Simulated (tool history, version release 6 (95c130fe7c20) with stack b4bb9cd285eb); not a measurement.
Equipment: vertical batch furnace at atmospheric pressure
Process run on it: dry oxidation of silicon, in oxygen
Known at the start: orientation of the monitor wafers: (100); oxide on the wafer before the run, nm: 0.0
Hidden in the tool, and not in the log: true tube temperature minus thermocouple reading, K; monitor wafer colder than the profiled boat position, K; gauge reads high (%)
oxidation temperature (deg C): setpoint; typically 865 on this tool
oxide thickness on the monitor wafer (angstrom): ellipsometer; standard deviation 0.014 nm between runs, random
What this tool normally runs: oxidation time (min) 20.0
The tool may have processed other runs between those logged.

run	hour	oxidation temperature (deg C)	oxidation time (min)	wafers since the last listed run	hours since the last temperature calibration	hours since the boat lift was adjusted	hours since the gauge calibration	read-back reference wafer on the same gauge, thickness	oxide thickness on the monitor wafer (angstrom)
1	0.0	865	20.0	0	1768.3	2590.8	213.5	5.94	57.8
# hour 11.9: gauge calibrated
2	15.4	865	20.0	182	1783.7	2606.2	3.5	5.94	57.6
3	22.4	851	20.0	83	1790.7	2613.2	10.5	5.94	48.6
4	34.1	851	20.0	138	1802.4	2624.9	22.2	5.94	48.8
5	41.2	865	20.0	84	1809.5	2632.0	29.3	5.94	58.0
6	52.6	865	20.0	135	1820.9	2643.4	40.7	5.94	57.7
7	66.2	865	20.0	161	1834.5	2657.0	54.3	5.94	58.0
8	82.3	884	20.0	191	1850.6	2673.1	70.4	5.94	72.7
# hour 135.3: thermocouples replaced and temperature profile calibrated
# hour 144.9: boat lift adjusted
9	145.4	884	20.0	350	10.1	0.5	133.5	5.94	74.6
10	149.5	865	20.0	48	14.2	4.6	137.6	5.94	59.9
11	153.6	865	20.0	48	18.3	8.7	141.7	5.94	59.7
12	160.5	865	20.0	81	25.2	15.6	148.6	5.94	60.0
13	167.1	859	12.5	78	31.8	22.2	155.2	5.94	39.9
14	178.7	844	16.0	137	43.4	33.8	166.8	5.94	39.7
# hour 187.4: gauge calibrated
# hour 213.2: thermocouples replaced and temperature profile calibrated, repeated, since the last time left the tool worse
15	213.7	865	29.5	130	0.5	68.8	26.3	5.94	73.2
16	217.8	865	20.0	48	4.6	72.9	30.4	5.94	55.5
17	222.0	884	11.0	49	8.8	77.1	34.6	5.95	45.4
18	226.1	855	29.5	48	12.9	81.2	38.7	5.93	65.1
19	230.2	865	20.0	48	17.0	85.3	42.8	5.94	55.8
20	241.8	848	15.5	137	28.6	96.9	54.4	5.93	37.4
21	250.2	889	27.0	99	37.0	105.3	62.8	5.94	91.3
22	280.3	865	20.0	357	67.1	135.4	92.9	5.94	55.6
23	293.2	865	23.5	153	80.0	148.3	105.8	5.94	62.7
24	309.3	857	29.5	191	96.1	164.4	121.9	5.95	67.0
25	325.0	850	20.0	186	111.8	180.1	137.6	5.93	46.4
26	333.2	865	20.0	97	120.0	188.3	145.8	5.94	55.8
27	345.1	853	12.5	141	131.9	200.2	157.7	5.94	34.0

Predict each of these 5 candidate next runs independently; none follows another, all start after run 27:
A	349.3	874	20.0	49	136.1	204.4	161.9	?	?
B	349.3	872	12.0	49	136.1	204.4	161.9	?	?
C	349.3	872	11.5	49	136.1	204.4	161.9	?	?
D	349.3	872	22.5	49	136.1	204.4	161.9	?	?
E	349.3	886	29.5	49	136.1	204.4	161.9	?	?

run	read-back reference wafer on the same gauge, thickness	oxide thickness on the monitor wafer (angstrom)
A	5.94	62.2
B	5.94	42.1
C	5.94	40.9
D	5.94	66.1
E	5.94	94.1
With no hidden state in the tool, these same runs would have given:
run	oxide thickness on the monitor wafer (angstrom)
A	62.0
B	42.0
C	40.7
D	65.9
E	93.9
